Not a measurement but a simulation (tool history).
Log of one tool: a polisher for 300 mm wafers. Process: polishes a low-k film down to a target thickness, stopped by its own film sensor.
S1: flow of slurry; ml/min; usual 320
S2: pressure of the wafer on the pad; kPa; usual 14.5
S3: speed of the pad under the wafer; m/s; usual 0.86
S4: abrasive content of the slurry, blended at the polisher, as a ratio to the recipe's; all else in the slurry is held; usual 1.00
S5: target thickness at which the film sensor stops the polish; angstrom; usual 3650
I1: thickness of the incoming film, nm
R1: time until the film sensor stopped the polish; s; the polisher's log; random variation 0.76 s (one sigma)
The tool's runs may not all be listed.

{"run": 1, "hour": 0.0, "S1": 320, "S2": 14.5, "S3": 0.86, "S4": 1.0, "S5": 3650, "I1": 395.1, "R1": 100.7}
{"run": 2, "hour": 50.2, "S1": 320, "S2": 14.5, "S3": 0.86, "S4": 1.0, "S5": 3650, "I1": 394.0, "R1": 95.9}
{"run": 3, "hour": 89.6, "S1": 320, "S2": 14.5, "S3": 0.86, "S4": 1.0, "S5": 3620, "I1": 398.2, "R1": 121.1}
{"run": 4, "hour": 152.8, "S1": 230, "S2": 17.9, "S3": 0.86, "S4": 1.2, "S5": 3680, "I1": 386.9, "R1": 49.4}
{"hour": 170.1, "done": "slurry blender recalibrated"}
{"hour": 197.0, "done": "conditioning disc replaced and pad reconditioned"}
{"run": 5, "hour": 208.5, "S1": 270, "S2": 14.5, "S3": 0.86, "S4": 1.0, "S5": 3650, "I1": 384.1, "R1": 66.4}
{"hour": 269.9, "done": "worn pad replaced by a new one"}
{"run": 6, "hour": 277.0, "S1": 265, "S2": 18.6, "S3": 0.86, "S4": 0.85, "S5": 3650, "I1": 385.9, "R1": 61.7}
{"run": 7, "hour": 327.4, "S1": 320, "S2": 12.4, "S3": 0.86, "S4": 1.0, "S5": 3710, "I1": 389.7, "R1": 75.9}
{"run": 8, "hour": 387.2, "S1": 320, "S2": 14.5, "S3": 0.86, "S4": 1.0, "S5": 3650, "I1": 389.5, "R1": 85.3}
{"run": 9, "hour": 418.5, "S1": 320, "S2": 14.5, "S3": 0.86, "S4": 1.0, "S5": 3650, "I1": 386.8, "R1": 75.0}
{"run": 10, "hour": 460.2, "S1": 220, "S2": 10.3, "S3": 0.86, "S4": 1.1, "S5": 3740, "I1": 392.4, "R1": 89.3}
{"run": 11, "hour": 503.8, "S1": 320, "S2": 14.5, "S3": 0.86, "S4": 0.8, "S5": 3740, "I1": 392.5, "R1": 72.7}
{"run": 12, "hour": 535.8, "S1": 240, "S2": 13.1, "S3": 0.66, "S4": 1.0, "S5": 3610, "I1": 387.5, "R1": 126.7}
{"run": 13, "hour": 576.7, "S1": 320, "S2": 16.5, "S3": 0.86, "S4": 1.3, "S5": 3590, "I1": 394.8, "R1": 99.3}
{"hour": 632.1, "done": "slurry nozzle cleaned"}
{"run": 14, "hour": 646.2, "S1": 320, "S2": 14.5, "S3": 0.86, "S4": 1.0, "S5": 3650, "I1": 384.9, "R1": 66.5}
{"run": 15, "hour": 671.1, "S1": 320, "S2": 17.9, "S3": 0.86, "S4": 1.0, "S5": 3650, "I1": 393.9, "R1": 78.4}
{"hour": 676.0, "done": "slurry blender recalibrated"}
{"hour": 708.0, "done": "worn pad replaced by a new one"}
{"hour": 710.3, "done": "conditioning disc replaced and pad reconditioned"}
{"run": 16, "hour": 733.6, "S1": 270, "S2": 14.5, "S3": 0.86, "S4": 1.0, "S5": 3650, "I1": 392.1, "R1": 93.9}
{"run": 17, "hour": 762.2, "S1": 275, "S2": 14.5, "S3": 0.86, "S4": 0.75, "S5": 3650, "I1": 385.8, "R1": 81.2}
{"run": 18, "hour": 821.9, "S1": 270, "S2": 14.5, "S3": 0.86, "S4": 1.0, "S5": 3650, "I1": 387.3, "R1": 77.5}
{"hour": 833.7, "done": "head pressure recalibrated"}
{"run": 19, "hour": 874.2, "S1": 240, "S2": 10.3, "S3": 0.86, "S4": 1.2, "S5": 3650, "I1": 391.7, "R1": 119.1}
{"run": 20, "hour": 930.0, "S1": 320, "S2": 16.5, "S3": 0.86, "S4": 1.0, "S5": 3650, "I1": 386.7, "R1": 65.3}
{"run": 21, "hour": 994.9, "S1": 355, "S2": 14.5, "S3": 0.86, "S4": 1.0, "S5": 3650, "I1": 392.0, "R1": 90.7}
{"run": 22, "hour": 1061.4, "S1": 320, "S2": 14.5, "S3": 0.86, "S4": 1.0, "S5": 3650, "I1": 389.3, "R1": 84.1}
{"run": 23, "hour": 1109.9, "S1": 255, "S2": 11.0, "S3": 0.86, "S4": 1.0, "S5": 3650, "I1": 390.2, "R1": 117.4}
{"hour": 1112.8, "done": "conditioning disc replaced and pad reconditioned"}
{"hour": 1135.4, "done": "slurry blender recalibrated"}
{"run": 24, "hour": 1180.6, "S1": 320, "S2": 14.5, "S3": 0.86, "S4": 1.0, "S5": 3650, "I1": 390.9, "R1": 89.5}
{"run": 25, "hour": 1227.1, "S1": 320, "S2": 19.3, "S3": 1.12, "S4": 1.2, "S5": 3590, "I1": 388.7, "R1": 60.4}
{"hour": 1231.2, "done": "worn pad replaced by a new one"}
{"run": 26, "hour": 1256.4, "S1": 425, "S2": 14.5, "S3": 0.86, "S4": 1.0, "S5": 3650, "I1": 393.6, "R1": 95.3}

Forecast each of these 3 alternatives for the next run:
{"run": "A", "hour": 1256.8, "S1": 290, "S2": 14.5, "S3": 0.86, "S4": 1.0, "S5": 3650, "I1": 394.1, "R1": "?"}
{"run": "B", "hour": 1256.8, "S1": 385, "S2": 14.5, "S3": 0.68, "S4": 1.0, "S5": 3580, "I1": 394.1, "R1": "?"}
{"run": "C", "hour": 1256.8, "S1": 320, "S2": 18.6, "S3": 0.86, "S4": 1.0, "S5": 3650, "I1": 394.1, "R1": "?"}

run=A R1=103.4
run=B R1=140.7
run=C R1=79.7
Without the tool's hidden state the same runs would have given:
run=A R1=97.5
run=B R1=134.7
run=C R1=75.6
